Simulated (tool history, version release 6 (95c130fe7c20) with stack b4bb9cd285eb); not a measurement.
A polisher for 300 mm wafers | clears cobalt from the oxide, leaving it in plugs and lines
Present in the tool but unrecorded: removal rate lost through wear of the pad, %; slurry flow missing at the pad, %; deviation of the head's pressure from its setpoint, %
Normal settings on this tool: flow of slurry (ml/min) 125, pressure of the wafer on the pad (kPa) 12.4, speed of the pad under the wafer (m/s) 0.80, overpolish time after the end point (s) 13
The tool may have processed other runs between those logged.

run    hour  flow of slurry (ml/min)  pressure of the wafer on the pad (kPa)  speed of the pad under the wafer (m/s)  overpolish time after the end point (s)  wafers since the last listed run  wafers polished on this pad  hours since the slurry nozzle was cleaned  hours since the head pressure was calibrated  incoming thickness of the incoming film, nm  time until the end point was called (s)  dishing of a wide line in a test structure (nm)
  1     0.0                       95                                    12.4                                    0.80                                       13                                 0                         1514                                      428.2                                         448.5                                        151.1                                     53.4                                             28.3
  2    32.2                      125                                    13.1                                    0.80                                       13                               259                         1774                                      460.4                                         480.7                                        149.9                                     49.2                                             30.2
  3    55.2                      125                                    12.4                                    0.98                                       13                               185                         1960                                      483.4                                         503.7                                        151.7                                     43.9                                             30.5
       76.4  -- worn pad replaced by a new one
  4    82.8                      125                                    12.4                                    0.80                                       13                               190                           51                                      511.0                                         531.3                                        150.4                                     44.4                                             30.5
  5   112.8                      125                                    12.4                                    0.80                                       13                               241                          293                                      541.0                                         561.3                                        152.7                                     45.8                                             30.6
      132.5  -- slurry nozzle cleaned
  6   138.7                      125                                    12.4                                    0.80                                       13                               200                          494                                        6.2                                         587.2                                        148.3                                     45.2                                             30.4
  7   176.0                      125                                    12.4                                    0.62                                       13                               300                          795                                       43.5                                         624.5                                        149.5                                     55.4                                             27.6
  8   205.0                      125                                    12.4                                    0.80                                       16                               233                         1029                                       72.5                                         653.5                                        149.6                                     48.8                                             32.5
  9   239.5                      105                                    12.4                                    0.70                                       13                               278                         1307                                      107.0                                         688.0                                        148.6                                     54.5                                             27.1
 10   256.7                      105                                    12.4                                    0.70                                       13                               138                         1446                                      124.2                                         705.2                                        151.8                                     55.3                                             27.6
 11   301.3                      105                                    12.4                                    0.70                                       13                               359                         1805                                      168.8                                         749.8                                        149.8                                     56.6                                             27.3
      310.6  -- worn pad replaced by a new one
      354.3  -- head pressure recalibrated
 12   391.6                      160                                    12.4                                    0.80                                       13                               679                          637                                      259.1                                          37.3                                        148.7                                     43.8                                             31.4
 13   425.1                      160                                    12.4                                    0.80                                       13                               270                          907                                      292.6                                          70.8                                        149.9                                     44.0                                             31.8
 14   437.9                      125                                    12.4                                    0.90                                       13                               103                         1010                                      305.4                                          83.6                                        147.0                                     42.3                                             31.4
 15   451.0                      125                                    12.4                                    0.80                                       13                               105                         1116                                      318.5                                          96.7                                        150.0                                     48.0                                             29.1
 16   484.9                      125                                    12.4                                    1.08                                       13                               273                         1389                                      352.4                                         130.6                                        148.8                                     40.2                                             32.4
 17   510.2                       85                                    12.4                                    0.80                                       13                               204                         1593                                      377.7                                         155.9                                        147.4                                     53.5                                             28.1
      534.9  -- worn pad replaced by a new one
 18   535.4                      125                                    15.2                                    0.80                                       18                               171                            4                                      402.9                                         181.1                                        150.9                                     37.2                                             39.0
 19   553.4                      125                                    12.4                                    0.80                                       16                               145                          149                                      420.9                                         199.1                                        147.3                                     44.0                                             34.6
 20   588.5                      125                                    12.4                                    0.80                                       13                               283                          432                                      456.0                                         234.2                                        151.9                                     45.6                                             30.6
 21   618.3                      125                                    12.4                                    0.80                                       13                               240                          672                                      485.8                                         264.0                                        152.0                                     47.1                                             30.1
 22   647.4                      125                                    12.4                                    0.88                                        9                               234                          907                                      514.9                                         293.1                                        148.4                                     44.3                                             24.9
 23   676.7                      155                                    12.4                                    1.02                                        7                               236                         1143                                      544.2                                         322.4                                        152.5                                     39.9                                             22.4
 24   690.2                      125                                    12.4                                    0.80                                       13                               108                         1252                                      557.7                                         335.9                                        149.6                                     47.1                                             29.7
      700.0  -- slurry nozzle cleaned
 25   723.9                      125                                    13.8                                    0.80                                       13                               263                         1516                                       23.9                                         369.6                                        150.0                                     43.5                                             30.8
 26   737.3                      125                                    16.5                                    0.70                                       16                               108                         1624                                       37.3                                         383.0                                        152.6                                     41.7                                             36.6
 27   766.4                      125                                    12.4                                    0.70                                        6                               234                         1859                                       66.4                                         412.1                                        149.8                                     54.7                                             15.9
 28   788.3                      125                                    12.4                                    0.80                                       13                               176                         2035                                       88.3                                         434.0                                        148.3                                     51.5                                             28.1
      794.9  -- worn pad replaced by a new one
 29   851.4                      100                                    12.4                                    0.80                                       13                               476                          455                                      151.4                                         497.1                                        149.2                                     48.1                                             29.8
 30   870.0                      125                                    11.0                                    0.98                                       17                               150                          605                                      170.0                                         515.7                                        152.4                                     47.6                                             36.2
 31   885.2                      105                                    13.8                                    1.02                                       13                               122                          728                                      185.2                                         530.9                                        150.4                                     37.4                                             34.7
 32   928.7                      140                                     9.7                                    0.64                                       13                               350                         1079                                      228.7                                         574.4                                        151.3                                     72.9                                             23.2
 33   951.9                      125                                    12.4                                    0.70                                        6                               187                         1266                                      251.9                                         597.6                                        149.4                                     52.7                                             16.0
     1006.3  -- worn pad replaced by a new one
 34  1017.2                       95                                    12.4                                    0.80                                       13                               494                           87                                      317.2                                         662.9                                        150.0                                     46.9                                             30.6

Describe how what the log doesn't record of the tool's condition differs between the last listed run preceding each entry between runs and the first listed run following it.
Logged between run 3 and run 4: worn pad replaced by a new one (hour 76.4)
  removal rate lost through wear of the pad, %: 14.3 -> 2
  the result without the hidden state subtracted from the measured one, time until the end point was called (s): +6.3 -> +0.9; dishing of a wide line in a test structure (nm): -2.7 -> -0.4
Logged between run 5 and run 6: slurry nozzle cleaned (hour 132.5)
  removal rate lost through wear of the pad, %: 3.53 -> 4.86
  the result without the hidden state subtracted from the measured one, time until the end point was called (s): +1.6 -> +2.2; dishing of a wide line in a test structure (nm): -0.6 -> -0.9
Logged between run 11 and run 12: worn pad replaced by a new one (hour 310.6); head pressure recalibrated (hour 354.3)
  removal rate lost through wear of the pad, %: 13.2 -> 4.33
  the result without the hidden state subtracted from the measured one, time until the end point was called (s): +7.5 -> +1.9; dishing of a wide line in a test structure (nm): -2.5 -> -0.8
Logged between run 17 and run 18: worn pad replaced by a new one (hour 534.9)
  removal rate lost through wear of the pad, %: 10.4 -> 1.05
  the result without the hidden state subtracted from the measured one, time until the end point was called (s): +5.5 -> +0.3; dishing of a wide line in a test structure (nm): -2.0 -> -0.2
Logged between run 24 and run 25: slurry nozzle cleaned (hour 700.0)
  removal rate lost through wear of the pad, %: 8.97 -> 10.7
  the result without the hidden state subtracted from the measured one, time until the end point was called (s): +4.2 -> +4.6; dishing of a wide line in a test structure (nm): -1.7 -> -2.0
Logged between run 28 and run 29: worn pad replaced by a new one (hour 794.9)
  removal rate lost through wear of the pad, %: 14 -> 4.23
  the result without the hidden state subtracted from the measured one, time until the end point was called (s): +7.2 -> +2.0; dishing of a wide line in a test structure (nm): -2.6 -> -0.8
Logged between run 33 and run 34: worn pad replaced by a new one (hour 1006.3)
  removal rate lost through wear of the pad, %: 9.37 -> 1.76
  the result without the hidden state subtracted from the measured one, time until the end point was called (s): +4.9 -> +0.8; dishing of a wide line in a test structure (nm): -1.3 -> -0.3
